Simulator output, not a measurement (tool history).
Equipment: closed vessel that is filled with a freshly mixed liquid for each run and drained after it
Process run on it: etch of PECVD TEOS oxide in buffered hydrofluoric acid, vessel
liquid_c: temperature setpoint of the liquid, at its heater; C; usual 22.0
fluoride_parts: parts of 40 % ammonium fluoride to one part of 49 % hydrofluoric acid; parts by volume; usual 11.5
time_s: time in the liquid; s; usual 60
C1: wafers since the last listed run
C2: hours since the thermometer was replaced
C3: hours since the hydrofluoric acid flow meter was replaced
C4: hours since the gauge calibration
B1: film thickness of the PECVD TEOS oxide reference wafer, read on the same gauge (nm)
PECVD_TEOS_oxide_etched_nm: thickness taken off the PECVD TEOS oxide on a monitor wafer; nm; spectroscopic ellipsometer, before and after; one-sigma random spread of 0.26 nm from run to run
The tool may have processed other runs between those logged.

Run 1, hour 0.0: usual settings; C1 0; C2 517.6; C3 298.5; C4 247.2; B1 89.99. Result: PECVD_TEOS_oxide_etched_nm 68.63 nm.
Run 2, hour 45.4: usual settings; C1 4326; C2 563.0; C3 343.9; C4 292.6; B1 89.97. Result: PECVD_TEOS_oxide_etched_nm 68.52 nm.
Run 3, hour 92.4: usual settings; C1 4478; C2 610.0; C3 390.9; C4 339.6; B1 89.99. Result: PECVD_TEOS_oxide_etched_nm 68.61 nm.
Run 4, hour 193.0: usual settings; C1 9586; C2 710.6; C3 491.5; C4 440.2; B1 90.00. Result: PECVD_TEOS_oxide_etched_nm 68.92 nm.
Run 5, hour 263.0: usual settings; C1 6670; C2 780.6; C3 561.5; C4 510.2; B1 90.00. Result: PECVD_TEOS_oxide_etched_nm 69.22 nm.
Run 6, hour 330.3: usual settings; C1 6413; C2 847.9; C3 628.8; C4 577.5; B1 89.99. Result: PECVD_TEOS_oxide_etched_nm 69.14 nm.
Run 7, hour 548.3: usual settings; C1 20774; C2 1065.9; C3 846.8; C4 795.5; B1 89.99. Result: PECVD_TEOS_oxide_etched_nm 70.06 nm.
Run 8, hour 698.3: usual settings but liquid_c 18.5 C, time_s 45 s; C1 14294; C2 1215.9; C3 996.8; C4 945.5; B1 89.99. Result: PECVD_TEOS_oxide_etched_nm 43.10 nm.
Run 9, hour 781.6: usual settings but liquid_c 18.5 C, time_s 45 s; C1 7938; C2 1299.2; C3 1080.1; C4 1028.8; B1 90.02. Result: PECVD_TEOS_oxide_etched_nm 43.25 nm.
Run 10, hour 874.5: usual settings but liquid_c 18.5 C, time_s 45 s; C1 8853; C2 1392.1; C3 1173.0; C4 1121.7; B1 90.01. Result: PECVD_TEOS_oxide_etched_nm 43.86 nm.
At hour 950.0: hydrofluoric acid flow meter replaced.
At hour 1155.7: gauge calibrated.
Run 11, hour 1155.8: usual settings but fluoride_parts 9.5 parts by volume; C1 26711; C2 1673.4; C3 205.8; C4 0.1; B1 90.00. Result: PECVD_TEOS_oxide_etched_nm 80.55 nm.
Run 12, hour 1245.9: usual settings but fluoride_parts 9.5 parts by volume; C1 8586; C2 1763.5; C3 295.9; C4 90.2; B1 90.01. Result: PECVD_TEOS_oxide_etched_nm 79.88 nm.
Run 13, hour 1335.9: usual settings but liquid_c 19.5 C, fluoride_parts 8.0 parts by volume, time_s 85 s; C1 8576; C2 1853.5; C3 385.9; C4 180.2; B1 90.02. Result: PECVD_TEOS_oxide_etched_nm 118.87 nm.
At hour 1369.8: thermometer replaced.
Run 14, hour 1381.7: usual settings but liquid_c 19.0 C, fluoride_parts 9.0 parts by volume; C1 4269; C2 11.9; C3 431.7; C4 226.0; B1 89.98. Result: PECVD_TEOS_oxide_etched_nm 71.22 nm.
Run 15, hour 1454.0: usual settings but liquid_c 23.5 C, time_s 35 s; C1 6890; C2 84.2; C3 504.0; C4 298.3; B1 89.98. Result: PECVD_TEOS_oxide_etched_nm 43.71 nm.
Run 16, hour 1502.3: usual settings; C1 4602; C2 132.5; C3 552.3; C4 346.6; B1 89.99. Result: PECVD_TEOS_oxide_etched_nm 69.15 nm.
Run 17, hour 1554.7: usual settings; C1 4993; C2 184.9; C3 604.7; C4 399.0; B1 90.01. Result: PECVD_TEOS_oxide_etched_nm 69.36 nm.
Run 18, hour 1631.1: usual settings but fluoride_parts 14.0 parts by volume; C1 7280; C2 261.3; C3 681.1; C4 475.4; B1 89.98. Result: PECVD_TEOS_oxide_etched_nm 57.08 nm.
Run 19, hour 1705.1: usual settings; C1 7052; C2 335.3; C3 755.1; C4 549.4; B1 90.00. Result: PECVD_TEOS_oxide_etched_nm 69.81 nm.
Run 20, hour 1927.3: usual settings; C1 21175; C2 557.5; C3 977.3; C4 771.6; B1 89.98. Result: PECVD_TEOS_oxide_etched_nm 70.82 nm.
Run 21, hour 2028.6: usual settings but liquid_c 27.0 C, fluoride_parts 7.5 parts by volume, time_s 85 s; C1 9653; C2 658.8; C3 1078.6; C4 872.9; B1 89.96. Result: PECVD_TEOS_oxide_etched_nm 196.91 nm.
Run 22, hour 2071.7: usual settings but liquid_c 23.5 C, fluoride_parts 10.0 parts by volume; C1 4107; C2 701.9; C3 1121.7; C4 916.0; B1 90.01. Result: PECVD_TEOS_oxide_etched_nm 86.19 nm.
At hour 2098.1: hydrofluoric acid flow meter replaced.
Run 23, hour 2118.5: usual settings but liquid_c 25.5 C, fluoride_parts 8.5 parts by volume, time_s 30 s; C1 4364; C2 748.7; C3 20.4; C4 962.8; B1 90.02. Result: PECVD_TEOS_oxide_etched_nm 53.49 nm.
Run 24, hour 2190.0: usual settings but liquid_c 18.5 C, time_s 75 s; C1 6813; C2 820.2; C3 91.9; C4 1034.3; B1 90.01. Result: PECVD_TEOS_oxide_etched_nm 69.85 nm.

Alternative continuations, all from the tool just after run 24; predict every row:
Run A, hour 2190.7: usual settings; C1 66; C2 820.9; C3 92.6; C4 1035.0; B1 ?. Result: PECVD_TEOS_oxide_etched_nm ?.
Run B, hour 2190.7: usual settings but fluoride_parts 13.0 parts by volume, time_s 35 s; C1 66; C2 820.9; C3 92.6; C4 1035.0; B1 ?. Result: PECVD_TEOS_oxide_etched_nm ?.
Run C, hour 2190.7: usual settings but liquid_c 25.5 C, fluoride_parts 13.5 parts by volume, time_s 30 s; C1 66; C2 820.9; C3 92.6; C4 1035.0; B1 ?. Result: PECVD_TEOS_oxide_etched_nm ?.

run     B1  PECVD_TEOS_oxide_etched_nm
  A  90.00                       68.13
  B  90.00                       35.25
  C  90.00                       35.26
The same runs, with their run-to-run variation unchanged, on a tool lacking any hidden condition would have given:
run  PECVD_TEOS_oxide_etched_nm
  A                       67.56
  B                       34.95
  C                       34.96
